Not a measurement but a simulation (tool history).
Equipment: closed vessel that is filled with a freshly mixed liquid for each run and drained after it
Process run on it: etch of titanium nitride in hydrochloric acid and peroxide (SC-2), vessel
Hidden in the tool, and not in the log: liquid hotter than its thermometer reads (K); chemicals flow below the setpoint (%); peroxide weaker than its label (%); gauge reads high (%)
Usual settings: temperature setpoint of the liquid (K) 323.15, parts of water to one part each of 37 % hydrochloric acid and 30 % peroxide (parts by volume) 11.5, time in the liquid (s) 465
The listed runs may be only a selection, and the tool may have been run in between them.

| run | hour | temperature setpoint of the liquid (K) | parts of water to one part each of 37 % hydrochloric acid and 30 % peroxide (parts by volume) | time in the liquid (s) | wafers since the last listed run | hours since the thermometer was replaced | hours since the chemicals flow meter was replaced | hours since the drum of peroxide was connected | hours since the gauge calibration | read-back film thickness of the titanium nitride reference wafer, read on the same gauge (nm) | thickness taken off the titanium nitride on a monitor wafer (Å) |
|---|---|---|---|---|---|---|---|---|---|---|---|
| 1 | 0.0 | 323.15 | 16.0 | 465 | 0 | 1001.9 | 257.9 | 423.1 | 1585.1 | 150.00 | 62.1 |
| 2 | 83.6 | 323.15 | 14.5 | 465 | 8789 | 1085.5 | 341.5 | 506.7 | 1668.7 | 150.00 | 68.0 |
| 3 | 141.1 | 323.15 | 14.5 | 465 | 6045 | 1143.0 | 399.0 | 564.2 | 1726.2 | 149.99 | 68.3 |
| 4 | 183.1 | 323.15 | 11.5 | 465 | 4415 | 1185.0 | 441.0 | 606.2 | 1768.2 | 150.00 | 85.5 |
| 5 | 236.2 | 323.15 | 11.5 | 465 | 5582 | 1238.1 | 494.1 | 659.3 | 1821.3 | 150.02 | 85.1 |
| 6 | 310.0 | 323.15 | 7.0 | 400 | 7759 | 1311.9 | 567.9 | 733.1 | 1895.1 | 150.00 | 108.7 |
|  | 337.7 | new drum of peroxide connected |
| 7 | 383.4 | 323.15 | 7.0 | 400 | 7611 | 1385.3 | 641.3 | 45.7 | 1968.5 | 149.99 | 110.8 |
| 8 | 429.0 | 323.15 | 11.5 | 465 | 4794 | 1430.9 | 686.9 | 91.3 | 2014.1 | 150.01 | 83.7 |
| 9 | 508.0 | 323.15 | 11.5 | 465 | 8305 | 1509.9 | 765.9 | 170.3 | 2093.1 | 150.01 | 85.7 |
|  | 533.5 | chemicals flow meter replaced |
| 10 | 606.7 | 323.15 | 11.5 | 465 | 10271 | 1608.6 | 73.2 | 269.0 | 2191.8 | 149.99 | 86.2 |
| 11 | 672.5 | 329.15 | 15.5 | 545 | 6917 | 1674.4 | 139.0 | 334.8 | 2257.6 | 150.00 | 115.2 |
| 12 | 755.1 | 323.15 | 11.5 | 560 | 8684 | 1757.0 | 221.6 | 417.4 | 2340.2 | 150.00 | 105.1 |
| 13 | 807.2 | 323.15 | 11.5 | 465 | 5477 | 1809.1 | 273.7 | 469.5 | 2392.3 | 150.00 | 86.3 |
| 14 | 903.7 | 323.15 | 11.5 | 465 | 10145 | 1905.6 | 370.2 | 566.0 | 2488.8 | 149.99 | 88.6 |
| 15 | 956.8 | 323.15 | 6.0 | 315 | 5582 | 1958.7 | 423.3 | 619.1 | 2541.9 | 149.99 | 100.3 |
|  | 983.4 | new drum of peroxide connected |
| 16 | 1056.1 | 323.15 | 11.5 | 465 | 10334 | 2058.0 | 522.6 | 72.7 | 2641.2 | 150.01 | 88.3 |
|  | 1071.8 | gauge calibrated |
| 17 | 1123.9 | 323.15 | 6.5 | 465 | 7128 | 2125.8 | 590.4 | 140.5 | 52.1 | 149.98 | 140.8 |
| 18 | 1168.9 | 323.15 | 14.5 | 465 | 4731 | 2170.8 | 635.4 | 185.5 | 97.1 | 150.01 | 71.6 |

Forecast run 19:
| 19 | 1223.2 | 323.15 | 11.5 | 270 | 5708 | 2225.1 | 689.7 | 239.8 | 151.4 | ? | ? |

read-back film thickness of the titanium nitride reference wafer, read on the same gauge (nm): 150.00
thickness taken off the titanium nitride on a monitor wafer (Å): 51.3
With the hidden condition absent and the run-to-run variation left alone, this run would have shown thickness taken off the titanium nitride on a monitor wafer (Å) 45.0.
